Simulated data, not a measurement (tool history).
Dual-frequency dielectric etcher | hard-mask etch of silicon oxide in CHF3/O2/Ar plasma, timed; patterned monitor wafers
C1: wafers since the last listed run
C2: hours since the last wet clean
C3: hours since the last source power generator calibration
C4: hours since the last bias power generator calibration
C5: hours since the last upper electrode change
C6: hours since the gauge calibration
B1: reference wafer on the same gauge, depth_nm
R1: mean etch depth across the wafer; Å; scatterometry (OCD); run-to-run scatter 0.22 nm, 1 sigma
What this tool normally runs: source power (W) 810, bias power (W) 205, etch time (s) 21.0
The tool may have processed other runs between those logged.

{"run": 1, "hour": 0.0, "source power (W)": 810, "bias power (W)": 205, "etch time (s)": 21.0, "C1": 0, "C2": 187.4, "C3": 1552.2, "C4": 1767.7, "C5": 5109.7, "C6": 170.4, "B1": 54.41, "R1": 488.8}
{"run": 2, "hour": 10.1, "source power (W)": 950, "bias power (W)": 205, "etch time (s)": 16.0, "C1": 121, "C2": 197.5, "C3": 1562.3, "C4": 1777.8, "C5": 5119.8, "C6": 180.5, "B1": 54.42, "R1": 394.4}
{"run": 3, "hour": 23.0, "source power (W)": 810, "bias power (W)": 205, "etch time (s)": 19.0, "C1": 155, "C2": 210.4, "C3": 1575.2, "C4": 1790.7, "C5": 5132.7, "C6": 193.4, "B1": 54.4, "R1": 440.0}
{"hour": 30.2, "done": "bias power generator calibrated"}
{"run": 4, "hour": 30.7, "source power (W)": 810, "bias power (W)": 205, "etch time (s)": 19.0, "C1": 44, "C2": 218.1, "C3": 1582.9, "C4": 0.5, "C5": 5140.4, "C6": 201.1, "B1": 54.43, "R1": 438.4}
{"run": 5, "hour": 35.7, "source power (W)": 810, "bias power (W)": 245, "etch time (s)": 21.0, "C1": 60, "C2": 223.1, "C3": 1587.9, "C4": 5.5, "C5": 5145.4, "C6": 206.1, "B1": 54.37, "R1": 519.2}
{"run": 6, "hour": 43.8, "source power (W)": 810, "bias power (W)": 245, "etch time (s)": 21.0, "C1": 97, "C2": 231.2, "C3": 1596.0, "C4": 13.6, "C5": 5153.5, "C6": 214.2, "B1": 54.44, "R1": 516.3}
{"run": 7, "hour": 54.6, "source power (W)": 810, "bias power (W)": 245, "etch time (s)": 21.0, "C1": 129, "C2": 242.0, "C3": 1606.8, "C4": 24.4, "C5": 5164.3, "C6": 225.0, "B1": 54.45, "R1": 518.5}
{"hour": 70.2, "done": "source power generator calibrated"}
{"run": 8, "hour": 96.6, "source power (W)": 660, "bias power (W)": 205, "etch time (s)": 21.0, "C1": 456, "C2": 284.0, "C3": 26.4, "C4": 66.4, "C5": 5206.3, "C6": 267.0, "B1": 54.39, "R1": 449.4}
{"run": 9, "hour": 109.1, "source power (W)": 810, "bias power (W)": 205, "etch time (s)": 21.0, "C1": 150, "C2": 296.5, "C3": 38.9, "C4": 78.9, "C5": 5218.8, "C6": 279.5, "B1": 54.37, "R1": 489.5}
{"run": 10, "hour": 121.0, "source power (W)": 810, "bias power (W)": 205, "etch time (s)": 21.0, "C1": 143, "C2": 308.4, "C3": 50.8, "C4": 90.8, "C5": 5230.7, "C6": 291.4, "B1": 54.37, "R1": 491.9}
{"run": 11, "hour": 137.7, "source power (W)": 810, "bias power (W)": 205, "etch time (s)": 21.0, "C1": 200, "C2": 325.1, "C3": 67.5, "C4": 107.5, "C5": 5247.4, "C6": 308.1, "B1": 54.42, "R1": 488.5}
{"run": 12, "hour": 152.7, "source power (W)": 880, "bias power (W)": 225, "etch time (s)": 21.0, "C1": 180, "C2": 340.1, "C3": 82.5, "C4": 122.5, "C5": 5262.4, "C6": 323.1, "B1": 54.47, "R1": 518.0}
{"run": 13, "hour": 160.4, "source power (W)": 700, "bias power (W)": 205, "etch time (s)": 27.5, "C1": 92, "C2": 347.8, "C3": 90.2, "C4": 130.2, "C5": 5270.1, "C6": 330.8, "B1": 54.4, "R1": 605.2}
{"run": 14, "hour": 172.3, "source power (W)": 810, "bias power (W)": 255, "etch time (s)": 18.0, "C1": 143, "C2": 359.7, "C3": 102.1, "C4": 142.1, "C5": 5282.0, "C6": 342.7, "B1": 54.35, "R1": 452.4}
{"run": 15, "hour": 189.2, "source power (W)": 890, "bias power (W)": 205, "etch time (s)": 21.0, "C1": 203, "C2": 376.6, "C3": 119.0, "C4": 159.0, "C5": 5298.9, "C6": 359.6, "B1": 54.51, "R1": 500.1}
{"hour": 216.0, "done": "upper electrode replaced"}
{"hour": 232.6, "done": "wet clean of the chamber"}
{"run": 16, "hour": 233.1, "source power (W)": 720, "bias power (W)": 165, "etch time (s)": 27.0, "C1": 39, "C2": 0.5, "C3": 162.9, "C4": 202.9, "C5": 17.1, "C6": 403.5, "B1": 54.38, "R1": 553.4}
{"run": 17, "hour": 233.5, "source power (W)": 750, "bias power (W)": 205, "etch time (s)": 23.5, "C1": 4, "C2": 0.9, "C3": 163.3, "C4": 203.3, "C5": 17.5, "C6": 403.9, "B1": 54.43, "R1": 532.9}
{"run": 18, "hour": 233.8, "source power (W)": 660, "bias power (W)": 252, "etch time (s)": 21.0, "C1": 3, "C2": 1.2, "C3": 163.6, "C4": 203.6, "C5": 17.8, "C6": 404.2, "B1": 54.4, "R1": 488.1}
{"run": 19, "hour": 237.9, "source power (W)": 680, "bias power (W)": 190, "etch time (s)": 21.0, "C1": 49, "C2": 5.3, "C3": 167.7, "C4": 207.7, "C5": 21.9, "C6": 408.3, "B1": 54.34, "R1": 450.6}
{"hour": 256.6, "done": "gauge calibrated"}
{"run": 20, "hour": 258.6, "source power (W)": 810, "bias power (W)": 205, "etch time (s)": 21.0, "C1": 248, "C2": 26.0, "C3": 188.4, "C4": 228.4, "C5": 42.6, "C6": 2.0, "B1": 54.39, "R1": 487.6}
{"run": 21, "hour": 274.3, "source power (W)": 810, "bias power (W)": 182, "etch time (s)": 15.5, "C1": 188, "C2": 41.7, "C3": 204.1, "C4": 244.1, "C5": 58.3, "C6": 17.7, "B1": 54.46, "R1": 347.0}
{"run": 22, "hour": 283.7, "source power (W)": 900, "bias power (W)": 248, "etch time (s)": 21.0, "C1": 112, "C2": 51.1, "C3": 213.5, "C4": 253.5, "C5": 67.7, "C6": 27.1, "B1": 54.36, "R1": 539.5}
{"run": 23, "hour": 294.7, "source power (W)": 810, "bias power (W)": 205, "etch time (s)": 21.0, "C1": 132, "C2": 62.1, "C3": 224.5, "C4": 264.5, "C5": 78.7, "C6": 38.1, "B1": 54.4, "R1": 489.1}
{"run": 24, "hour": 305.5, "source power (W)": 990, "bias power (W)": 172, "etch time (s)": 21.0, "C1": 129, "C2": 72.9, "C3": 235.3, "C4": 275.3, "C5": 89.5, "C6": 48.9, "B1": 54.43, "R1": 493.6}
{"run": 25, "hour": 319.6, "source power (W)": 870, "bias power (W)": 205, "etch time (s)": 21.0, "C1": 169, "C2": 87.0, "C3": 249.4, "C4": 289.4, "C5": 103.6, "C6": 63.0, "B1": 54.49, "R1": 501.1}
{"run": 26, "hour": 334.8, "source power (W)": 810, "bias power (W)": 205, "etch time (s)": 21.0, "C1": 182, "C2": 102.2, "C3": 264.6, "C4": 304.6, "C5": 118.8, "C6": 78.2, "B1": 54.38, "R1": 486.5}
{"run": 27, "hour": 343.4, "source power (W)": 740, "bias power (W)": 189, "etch time (s)": 25.0, "C1": 103, "C2": 110.8, "C3": 273.2, "C4": 313.2, "C5": 127.4, "C6": 86.8, "B1": 54.37, "R1": 545.2}
{"run": 28, "hour": 358.8, "source power (W)": 700, "bias power (W)": 205, "etch time (s)": 21.0, "C1": 185, "C2": 126.2, "C3": 288.6, "C4": 328.6, "C5": 142.8, "C6": 102.2, "B1": 54.39, "R1": 464.3}
{"run": 29, "hour": 394.8, "source power (W)": 810, "bias power (W)": 205, "etch time (s)": 18.0, "C1": 432, "C2": 162.2, "C3": 324.6, "C4": 364.6, "C5": 178.8, "C6": 138.2, "B1": 54.46, "R1": 414.6}

Describe how what the log doesn't record of the tool's condition differs between the last listed run preceding each entry between runs and the first listed run following it.
Run 3 -> run 4: bias power generator calibrated (hour 30.2)
  both runs share identical hidden conditions
Run 7 -> run 8: source power generator calibrated (hour 70.2)
  both runs share identical hidden conditions
Run 15 -> run 16: upper electrode replaced (hour 216.0); wet clean of the chamber (hour 232.6)
  both runs share identical hidden conditions
Run 19 -> run 20: gauge calibrated (hour 256.6)
  both runs share identical hidden conditions

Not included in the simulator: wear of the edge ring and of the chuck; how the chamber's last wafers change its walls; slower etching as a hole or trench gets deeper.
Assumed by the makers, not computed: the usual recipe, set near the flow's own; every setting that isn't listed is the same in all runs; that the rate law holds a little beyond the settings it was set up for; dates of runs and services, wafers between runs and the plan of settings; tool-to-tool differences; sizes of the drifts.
